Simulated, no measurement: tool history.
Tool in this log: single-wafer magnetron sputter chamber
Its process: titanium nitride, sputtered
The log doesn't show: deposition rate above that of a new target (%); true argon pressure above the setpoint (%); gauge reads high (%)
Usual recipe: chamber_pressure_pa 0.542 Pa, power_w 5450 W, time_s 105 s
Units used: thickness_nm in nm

run    hour  chamber_pressure_pa  power_w  time_s  wafers since the last listed run  wafers on the sputter target  hours since the last manometer calibration  hours since the magnet pack was replaced  hours since the gauge calibration  read-back reference wafer on the same gauge, thickness_nm  thickness_nm
  1     0.0                0.542     6500     105                                 0                          2065                                       612.0                                    8034.7                             2274.0                                                     75.909        98.115
  2    81.0                0.542     6500     105                              1540                          3606                                       693.0                                    8115.7                             2355.0                                                     75.959        96.748
  3   177.9                0.457     5450     105                              1842                          5448                                       789.9                                    8212.6                             2451.9                                                     75.847        82.970
  4   221.9                0.457     5450     105                               836                          6285                                       833.9                                    8256.6                             2495.9                                                     75.945        82.967
  5   272.8                0.542     5800     105                               968                          7253                                       884.8                                    8307.5                             2546.8                                                     75.988        85.262
  6   313.3                0.542     5800     105                               770                          8023                                       925.3                                    8348.0                             2587.3                                                     75.860        85.029
  7   393.2                0.542     5450     105                              1519                          9543                                      1005.2                                    8427.9                             2667.2                                                     76.088        80.099
  8   440.1                0.542     5450     105                               891                         10435                                      1052.1                                    8474.8                             2714.1                                                     76.077        79.438
  9   488.8                0.542     5450     105                               926                         11361                                      1100.8                                    8523.5                             2762.8                                                     75.966        79.215
      548.0  -- gauge calibrated
 10   586.7                0.542     5450     119                              1861                         13223                                      1198.7                                    8621.4                               38.7                                                     75.923        89.708
 11   665.3                0.542     5450     119                              1494                         14718                                      1277.3                                    8700.0                              117.3                                                     76.001        89.467
      688.8  -- sputter target and shields replaced
 12   709.3                0.542     5450     113                               684                           390                                      1321.3                                    8744.0                              161.3                                                     75.792        90.519
 13   763.6                0.612     5000     105                              1032                          1422                                      1375.6                                    8798.3                              215.6                                                     76.038        73.604
 14   855.0                0.542     6000      92                              1738                          3160                                      1467.0                                    8889.7                              307.0                                                     75.948        77.749
 15   921.7                0.542     6050     105                              1268                          4429                                      1533.7                                    8956.4                              373.7                                                     76.146        89.608
 16   991.0                0.369     5450      96                              1317                          5747                                      1603.0                                    9025.7                              443.0                                                     76.044        78.811
 17  1086.2                0.363     5450     105                              1810                          7557                                      1698.2                                    9120.9                              538.2                                                     76.009        86.961
 18  1193.1                0.703     5450     105                              2033                          9590                                      1805.1                                    9227.8                              645.1                                                     76.071        73.473
 19  1294.1                0.542     5450      98                              1920                         11511                                      1906.1                                    9328.8                              746.1                                                     76.048        74.185
 20  1365.9                0.542     5450     105                              1365                         12877                                      1977.9                                    9400.6                              817.9                                                     76.045        78.652
 21  1453.9                0.367     5450     120                              1673                         14550                                      2065.9                                    9488.6                              905.9                                                     76.208        96.723
     1476.2  -- sputter target and shields replaced
 22  1514.6                0.601     6400      85                              1002                           730                                      2126.6                                    9549.3                              966.6                                                     76.085        76.345
 23  1554.1                0.542     5450     105                               751                          1482                                      2166.1                                    9588.8                             1006.1                                                     75.890        81.603
 24  1595.8                0.410     5450     105                               793                          2275                                      2207.8                                    9630.5                             1047.8                                                     75.914        86.050
 25  1689.3                0.542     5450     105                              1778                          4053                                      2301.3                                    9724.0                             1141.3                                                     75.984        79.339
     1784.6  -- capacitance manometer re-zeroed and calibrated
 26  1796.4                0.468     6400     105                              1884                          5937                                        11.8                                    9831.1                             1248.4                                                     76.118        97.994
 27  1877.9                0.714     6000      92                              1549                          7487                                        93.3                                    9912.6                             1329.9                                                     75.959        71.614
 28  1936.2                0.542     5450      94                              1108                          8596                                       151.6                                    9970.9                             1388.2                                                     75.927        70.857
     1946.0  -- magnet pack replaced
 29  2012.6                0.468     6450      89                              1300                          9897                                       228.0                                      66.6                             1464.6                                                     76.073        81.927
 30  2089.7                0.410     5450     105                              1466                         11363                                       305.1                                     143.7                             1541.7                                                     75.929        83.859
 31  2166.1                0.463     4800     114                              1452                         12816                                       381.5                                     220.1                             1618.1                                                     75.946        77.923
     2183.4  -- sputter target and shields replaced
 32  2215.4                0.676     5450      98                               785                           608                                       430.8                                     269.4                             1667.4                                                     76.206        74.360
 33  2265.4                0.478     6250      97                               950                          1559                                       480.8                                     319.4                             1717.4                                                     76.174        91.530
 34  2330.0                0.542     4450     118                              1228                          2788                                       545.4                                     384.0                             1782.0                                                     76.208        75.579
 35  2647.8                0.542     5450     105                              6043                          8831                                       863.2                                     701.8                             2099.8                                                     75.951        78.761
 36  2761.8                0.441     4650     105                              2168                         10999                                       977.2                                     815.8                             2213.8                                                     76.108        70.712

Selected run-to-run steps in thickness_nm, each split into two signed amounts: the part the tool would show with no hidden state at all (from settings, incoming material and random variation), and the remainder, which goes to the hidden state together with any gauge scatter not common to the measured and the hidden-state-free results:
Run 11 -> 12: time_s 119 -> 113, sputter target and shields replaced. thickness_nm +1.052 nm: hidden state +6.556, all else -5.504.
Run 21 -> 22: chamber_pressure_pa 0.367 -> 0.601, power_w 5450 -> 6400, time_s 120 -> 85, sputter target and shields replaced. thickness_nm -20.378 nm: hidden state +5.079, all else -25.457.
Run 25 -> 26: chamber_pressure_pa 0.542 -> 0.468, power_w 5450 -> 6400, capacitance manometer re-zeroed and calibrated. thickness_nm +18.655 nm: hidden state +0.106, all else +18.549.
Run 26 -> 27: chamber_pressure_pa 0.468 -> 0.714, power_w 6400 -> 6000, time_s 105 -> 92. thickness_nm -26.380 nm: hidden state +1.011, all else -27.391.
Run 31 -> 32: chamber_pressure_pa 0.463 -> 0.676, power_w 4800 -> 5450, time_s 114 -> 98, sputter target and shields replaced. thickness_nm -3.563 nm: hidden state +5.368, all else -8.931.

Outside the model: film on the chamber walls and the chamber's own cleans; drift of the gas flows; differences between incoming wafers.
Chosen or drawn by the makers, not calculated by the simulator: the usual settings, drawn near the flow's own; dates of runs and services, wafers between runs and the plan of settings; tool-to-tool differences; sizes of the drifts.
